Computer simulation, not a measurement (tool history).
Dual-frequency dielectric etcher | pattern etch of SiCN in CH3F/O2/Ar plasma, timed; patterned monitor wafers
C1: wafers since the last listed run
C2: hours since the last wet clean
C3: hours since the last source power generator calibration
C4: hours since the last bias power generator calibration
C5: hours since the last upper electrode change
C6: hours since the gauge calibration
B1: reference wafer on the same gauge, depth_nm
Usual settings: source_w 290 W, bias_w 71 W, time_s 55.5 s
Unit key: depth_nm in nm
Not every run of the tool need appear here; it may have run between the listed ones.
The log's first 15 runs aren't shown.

Run 16, day 31.812: usual settings; C1 169; C2 266.9; C3 95.3; C4 3983.3; C5 3403.5; C6 134.9; B1 14.59. Result: depth_nm 17.32 nm.
Run 17, day 33.479: usual settings but time_s 50.5 s; C1 265; C2 306.9; C3 135.3; C4 4023.3; C5 3443.5; C6 174.9; B1 14.60. Result: depth_nm 15.70 nm.
Run 18, day 36.462: usual settings; C1 474; C2 378.5; C3 206.9; C4 4094.9; C5 3515.1; C6 246.5; B1 14.60. Result: depth_nm 17.25 nm.
At day 37.308: bias power generator calibrated.
At day 40.217: upper electrode replaced.
Run 19, day 40.238: usual settings; C1 415; C2 469.1; C3 297.5; C4 70.3; C5 0.5; C6 337.1; B1 14.60. Result: depth_nm 16.81 nm.
Run 20, day 40.725: usual settings but bias_w 65 W; C1 77; C2 480.8; C3 309.2; C4 82.0; C5 12.2; C6 348.8; B1 14.60. Result: depth_nm 15.97 nm.
At day 43.183: wet clean of the chamber.
Run 21, day 43.204: usual settings but source_w 240 W; C1 235; C2 0.5; C3 368.7; C4 141.5; C5 71.7; C6 408.3; B1 14.60. Result: depth_nm 16.43 nm.
Run 22, day 44.208: usual settings but time_s 51.0 s; C1 159; C2 24.6; C3 392.8; C4 165.6; C5 95.8; C6 432.4; B1 14.60. Result: depth_nm 15.78 nm.
Run 23, day 46.212: usual settings but source_w 230 W, time_s 63.0 s; C1 318; C2 72.7; C3 440.9; C4 213.7; C5 143.9; C6 480.5; B1 14.59. Result: depth_nm 18.47 nm.
Run 24, day 48.000: usual settings but source_w 270 W, time_s 40.0 s; C1 284; C2 115.6; C3 483.8; C4 256.6; C5 186.8; C6 523.4; B1 14.60. Result: depth_nm 12.15 nm.
Run 25, day 49.612: usual settings but source_w 230 W, bias_w 61 W; C1 256; C2 154.3; C3 522.5; C4 295.3; C5 225.5; C6 562.1; B1 14.60. Result: depth_nm 14.87 nm.
Run 26, day 51.708: usual settings but source_w 240 W, bias_w 56 W, time_s 46.5 s; C1 333; C2 204.6; C3 572.8; C4 345.6; C5 275.8; C6 612.4; B1 14.60. Result: depth_nm 11.96 nm.
Run 27, day 54.625: usual settings but bias_w 88 W; C1 464; C2 274.6; C3 642.8; C4 415.6; C5 345.8; C6 682.4; B1 14.60. Result: depth_nm 19.15 nm.
Run 28, day 55.921: usual settings; C1 206; C2 305.7; C3 673.9; C4 446.7; C5 376.9; C6 713.5; B1 14.60. Result: depth_nm 17.04 nm.
Run 29, day 58.862: usual settings but time_s 69.5 s; C1 468; C2 376.3; C3 744.5; C4 517.3; C5 447.5; C6 784.1; B1 14.61. Result: depth_nm 21.32 nm.
Run 30, day 60.179: usual settings but source_w 250 W, bias_w 85 W; C1 209; C2 407.9; C3 776.1; C4 548.9; C5 479.1; C6 815.7; B1 14.60. Result: depth_nm 18.11 nm.

4 ways to go on from here, each from the tool as it stands after run 30. What would each give?
Run A, day 60.196: usual settings but bias_w 82 W; C1 2; C2 408.3; C3 776.5; C4 549.3; C5 479.5; C6 816.1; B1 ?. Result: depth_nm ?.
Run B, day 60.196: usual settings but source_w 310 W; C1 2; C2 408.3; C3 776.5; C4 549.3; C5 479.5; C6 816.1; B1 ?. Result: depth_nm ?.
Run C, day 60.196: usual settings but time_s 71.5 s; C1 2; C2 408.3; C3 776.5; C4 549.3; C5 479.5; C6 816.1; B1 ?. Result: depth_nm ?.
Run D, day 60.196: usual settings but source_w 340 W; C1 2; C2 408.3; C3 776.5; C4 549.3; C5 479.5; C6 816.1; B1 ?. Result: depth_nm ?.

run     B1  depth_nm
  A  14.61     18.41
  B  14.61     17.28
  C  14.61     21.92
  D  14.61     17.67
With no hidden state in the tool, these same runs would have given:
run  depth_nm
  A     18.58
  B     17.45
  C     22.13
  D     17.84
